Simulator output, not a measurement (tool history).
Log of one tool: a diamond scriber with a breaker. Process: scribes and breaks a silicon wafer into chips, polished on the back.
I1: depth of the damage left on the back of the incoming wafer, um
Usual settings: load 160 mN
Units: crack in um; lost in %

run 1 hour=0 | load=160 | I1=0.02 | crack=12.37 lost=1.95
run 2 hour=32.4 | load=129 | I1=0.03 | crack=11.31 lost=3.52
run 3 hour=45.1 | load=133 | I1=0.03 | crack=11.67 lost=2.93
run 4 hour=65.3 | load=133 | I1=0.05 | crack=11.16 lost=2.95
run 5 hour=92.9 | load=133 | I1=0.01 | crack=11.35 lost=2.87
run 6 hour=114.9 | load=193 | I1=0.03 | crack=13.88 lost=3.03
run 7 hour=149.2 | load=135 | I1=0.01 | crack=11.27 lost=2.77
run 8 hour=164.8 | load=160 | I1=0.04 | crack=12.23 lost=1.79
run 9 hour=190.5 | load=160 | I1=0.04 | crack=12.16 lost=1.95
run 10 hour=209.7 | load=160 | I1=0.01 | crack=12.63 lost=1.93
run 11 hour=244.6 | load=195 | I1=0.03 | crack=13.74 lost=3.28
run 12 hour=277.8 | load=195 | I1=0.04 | crack=13.82 lost=3.05
run 13 hour=311.5 | load=160 | I1=0.04 | crack=12.55 lost=1.91
-- hour=319.4 diamond tip replaced by a new one
run 14 hour=323.6 | load=160 | I1=0.01 | crack=12.76 lost=1.95
run 15 hour=350.1 | load=160 | I1=0.04 | crack=12.91 lost=1.97
run 16 hour=370.3 | load=160 | I1=0.04 | crack=12.59 lost=2.02
run 17 hour=403.1 | load=127 | I1=0.04 | crack=10.95 lost=3.33
run 18 hour=417.1 | load=127 | I1=0.04 | crack=11.26 lost=3.45
run 19 hour=439.5 | load=160 | I1=0.02 | crack=12.44 lost=1.95
run 20 hour=459.7 | load=192 | I1=0.02 | crack=13.42 lost=2.86
run 21 hour=487.2 | load=174 | I1=0.04 | crack=12.76 lost=2.21
run 22 hour=515.9 | load=187 | I1=0.02 | crack=13.52 lost=2.5
run 23 hour=544.5 | load=140 | I1=0.04 | crack=11.83 lost=2.42
run 24 hour=573.1 | load=160 | I1=0.01 | crack=12.18 lost=2.07
run 25 hour=595.4 | load=201 | I1=0.03 | crack=13.78 lost=3.62
run 26 hour=613.2 | load=160 | I1=0.01 | crack=12.53 lost=1.97
run 27 hour=642.6 | load=196 | I1=0.01 | crack=14.02 lost=3.2
-- hour=654.3 load on the tip recalibrated
run 28 hour=662.9 | load=198 | I1=0.02 | crack=13.95 lost=3.12
run 29 hour=761.1 | load=207 | I1=0.04 | crack=14.11 lost=3.98
run 30 hour=777.3 | load=160 | I1=0.01 | crack=12.45 lost=1.94
run 31 hour=803.1 | load=160 | I1=0.05 | crack=12.87 lost=1.85
run 32 hour=831.6 | load=160 | I1=0.02 | crack=12.59 lost=2.04
run 33 hour=847.5 | load=197 | I1=0.03 | crack=13.67 lost=3.27
-- hour=849.9 diamond tip replaced by a new one
run 34 hour=868.5 | load=177 | I1=0.04 | crack=13.17 lost=2.38
run 35 hour=939.1 | load=121 | I1=0.02 | crack=11.19 lost=3.87
run 36 hour=1011 | load=200 | I1=0.03 | crack=14.02 lost=3.48
run 37 hour=1023.1 | load=123 | I1=0.04 | crack=11.21 lost=4.1
run 38 hour=1039.3 | load=206 | I1=0.03 | crack=13.86 lost=4.03
run 39 hour=1072.8 | load=118 | I1=0.04 | crack=10.94 lost=4.67
run 40 hour=1086.1 | load=124 | I1=0.03 | crack=11.04 lost=3.86
run 41 hour=1120.9 | load=183 | I1=0.04 | crack=13.37 lost=2.43
run 42 hour=1149.2 | load=203 | I1=0.04 | crack=14.49 lost=3.54

4 ways to go on from here, each from the tool as it stands after run 42. What would each give?
run A hour=1149.9 | load=160 | I1=0.02 | crack=? lost=?
run B hour=1149.9 | load=202 | I1=0.02 | crack=? lost=?
run C hour=1149.9 | load=138 | I1=0.02 | crack=? lost=?
run D hour=1149.9 | load=148 | I1=0.02 | crack=? lost=?

run=A crack=12.35 lost=1.79
run=B crack=13.91 lost=3.34
run=C crack=11.49 lost=2.36
run=D crack=11.88 lost=1.95
Without the tool's hidden state the same runs would have given:
run=A crack=12.35 lost=1.79
run=B crack=13.91 lost=3.34
run=C crack=11.49 lost=2.36
run=D crack=11.88 lost=1.95
